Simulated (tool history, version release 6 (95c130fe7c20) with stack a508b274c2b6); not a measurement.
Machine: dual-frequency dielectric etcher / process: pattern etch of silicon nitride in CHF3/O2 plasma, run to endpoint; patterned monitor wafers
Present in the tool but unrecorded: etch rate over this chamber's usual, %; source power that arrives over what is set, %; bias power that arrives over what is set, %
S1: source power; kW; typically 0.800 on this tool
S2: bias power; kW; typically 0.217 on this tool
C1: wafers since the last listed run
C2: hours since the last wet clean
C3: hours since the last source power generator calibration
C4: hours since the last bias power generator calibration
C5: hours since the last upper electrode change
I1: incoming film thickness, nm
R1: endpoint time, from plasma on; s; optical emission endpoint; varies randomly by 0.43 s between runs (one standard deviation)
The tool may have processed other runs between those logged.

run    hour     S1     S2    C1     C2      C3      C4      C5     I1    R1
  1     0.0  0.670  0.217     0  381.8  3219.0  2072.3  2847.9  112.1  77.2
       69.1  -- wet clean of the chamber
  2    80.3  0.670  0.217   705   11.2  3299.3  2152.6  2928.2  110.4  72.6
  3   137.9  0.800  0.217   722   68.8  3356.9  2210.2  2985.8  111.8  66.5
  4   187.7  0.800  0.217   624  118.6  3406.7  2260.0  3035.6  110.3  65.9
  5   293.4  0.800  0.217  1325  224.3  3512.4  2365.7  3141.3  111.9  67.6
  6   352.9  0.800  0.217   746  283.8  3571.9  2425.2  3200.8  111.9  68.8
  7   441.8  0.800  0.217  1114  372.7  3660.8  2514.1  3289.7  112.0  68.9
  8   486.7  0.800  0.217   562  417.6  3705.7  2559.0  3334.6  111.2  69.7
      559.7  -- wet clean of the chamber
  9   569.7  0.800  0.217   739   10.0  3788.7  2642.0  3417.6  110.0  66.2
 10   643.6  0.800  0.217   926   83.9  3862.6  2715.9  3491.5  111.6  67.5
 11   710.1  0.800  0.217   833  150.4  3929.1  2782.4  3558.0  111.0  67.0
 12   748.7  0.870  0.184   483  189.0  3967.7  2821.0  3596.6  111.6  67.7
 13   837.5  0.870  0.184  1113  277.8  4056.5  2909.8  3685.4  111.1  68.3
      888.4  -- upper electrode replaced
 14   905.2  0.870  0.184   547  345.5  4124.2  2977.5    16.8  112.2  69.9
      977.5  -- wet clean of the chamber
 15   978.0  0.610  0.174   611    0.5  4197.0  3050.3    89.6  111.2  85.7
 16  1095.2  0.800  0.253  1469  117.7  4314.2  3167.5   206.8  111.0  63.2
 17  1164.7  0.890  0.170   871  187.2  4383.7  3237.0   276.3  111.7  68.6
 18  1216.4  0.800  0.217   648  238.9  4435.4  3288.7   328.0  109.8  66.8
 19  1304.6  0.800  0.253  1105  327.1  4523.6  3376.9   416.2  111.3  65.8
     1379.8  -- bias power generator calibrated
 20  1380.3  0.800  0.265   898  402.8  4599.3     0.5   491.9  111.5  64.8
     1453.2  -- wet clean of the chamber
 21  1453.7  0.960  0.232   619    0.5  4672.7    73.9   565.3  111.5  58.5
 22  1529.8  0.900  0.195   954   76.6  4748.8   150.0   641.4  111.0  63.8
     1535.8  -- source power generator calibrated
 23  1567.6  0.940  0.175   423  114.4    31.8   187.8   679.2  111.1  64.8
 24  1665.5  0.860  0.265  1227  212.3   129.7   285.7   777.1  110.9  60.1
 25  1763.8  0.800  0.217  1232  310.6   228.0   384.0   875.4  111.8  69.0
     1834.6  -- wet clean of the chamber
 26  1836.2  0.800  0.217   606    1.6   300.4   456.4   947.8  110.6  65.8
 27  1879.2  0.740  0.217   539   44.6   343.4   499.4   990.8  110.4  69.2
 28  1974.4  0.930  0.234  1193  139.8   438.6   594.6  1086.0  111.9  60.0

3 options for the next run, each taken on its own from the tool as it stands now. Forecast them:
  A  1974.8  0.800  0.237   5  140.2  439.0  595.0  1086.4  111.6   ?
  B  1974.8  0.800  0.197   5  140.2  439.0  595.0  1086.4  111.6   ?
  C  1974.8  0.800  0.256   5  140.2  439.0  595.0  1086.4  111.6   ?

run    R1
  A  65.9
  B  69.8
  C  64.3
With no hidden state in the tool, these same runs would have given:
run    R1
  A  64.8
  B  68.6
  C  63.2
